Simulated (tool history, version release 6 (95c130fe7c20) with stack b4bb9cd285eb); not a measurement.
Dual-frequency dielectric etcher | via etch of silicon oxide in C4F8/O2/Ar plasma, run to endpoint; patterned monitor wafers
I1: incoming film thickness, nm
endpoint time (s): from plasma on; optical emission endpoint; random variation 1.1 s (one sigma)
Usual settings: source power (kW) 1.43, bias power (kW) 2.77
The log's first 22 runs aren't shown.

{"run": 23, "hour": 273.8, "source power (kW)": 1.29, "bias power (kW)": 3.428, "I1": 1454.9, "endpoint time (s)": 287.8}
{"hour": 278.3, "done": "source power generator calibrated"}
{"run": 24, "hour": 284.0, "source power (kW)": 1.67, "bias power (kW)": 2.487, "I1": 1471.8, "endpoint time (s)": 290.6}
{"run": 25, "hour": 291.0, "source power (kW)": 1.43, "bias power (kW)": 2.77, "I1": 1466.5, "endpoint time (s)": 297.1}
{"hour": 320.2, "done": "upper electrode replaced"}
{"run": 26, "hour": 320.7, "source power (kW)": 1.31, "bias power (kW)": 3.392, "I1": 1470.6, "endpoint time (s)": 289.1}
{"run": 27, "hour": 321.1, "source power (kW)": 1.43, "bias power (kW)": 2.77, "I1": 1471.4, "endpoint time (s)": 298}
{"run": 28, "hour": 331.6, "source power (kW)": 1.61, "bias power (kW)": 2.952, "I1": 1484.3, "endpoint time (s)": 284.5}
{"run": 29, "hour": 340.7, "source power (kW)": 1.29, "bias power (kW)": 2.195, "I1": 1460.2, "endpoint time (s)": 325.9}
{"run": 30, "hour": 347.6, "source power (kW)": 1.7, "bias power (kW)": 2.944, "I1": 1471.6, "endpoint time (s)": 280.6}
{"run": 31, "hour": 364.1, "source power (kW)": 1.53, "bias power (kW)": 2.393, "I1": 1473.9, "endpoint time (s)": 306.4}
{"run": 32, "hour": 379.2, "source power (kW)": 1.63, "bias power (kW)": 2.961, "I1": 1469, "endpoint time (s)": 281.5}
{"run": 33, "hour": 385.7, "source power (kW)": 1.13, "bias power (kW)": 3.434, "I1": 1463.4, "endpoint time (s)": 300.9}
{"run": 34, "hour": 394.1, "source power (kW)": 1.18, "bias power (kW)": 2.77, "I1": 1468.7, "endpoint time (s)": 318.5}
{"run": 35, "hour": 411.2, "source power (kW)": 1.43, "bias power (kW)": 2.77, "I1": 1496.9, "endpoint time (s)": 305.4}
{"run": 36, "hour": 428.3, "source power (kW)": 1.43, "bias power (kW)": 2.77, "I1": 1470, "endpoint time (s)": 301.5}

3 ways to go on from here, each from the tool as it stands after run 36. What would each give?
{"run": "A", "hour": 428.8, "source power (kW)": 1.43, "bias power (kW)": 2.77, "I1": 1475.7, "endpoint time (s)": "?"}
{"run": "B", "hour": 428.8, "source power (kW)": 1.32, "bias power (kW)": 2.237, "I1": 1475.7, "endpoint time (s)": "?"}
{"run": "C", "hour": 428.8, "source power (kW)": 1.59, "bias power (kW)": 2.233, "I1": 1475.7, "endpoint time (s)": "?"}

run=A endpoint_time_(s)=300
run=B endpoint_time_(s)=324.4
run=C endpoint_time_(s)=306.1
Without the tool's hidden state the same runs would have given:
run=A endpoint_time_(s)=294.1
run=B endpoint_time_(s)=318.1
run=C endpoint_time_(s)=300.2
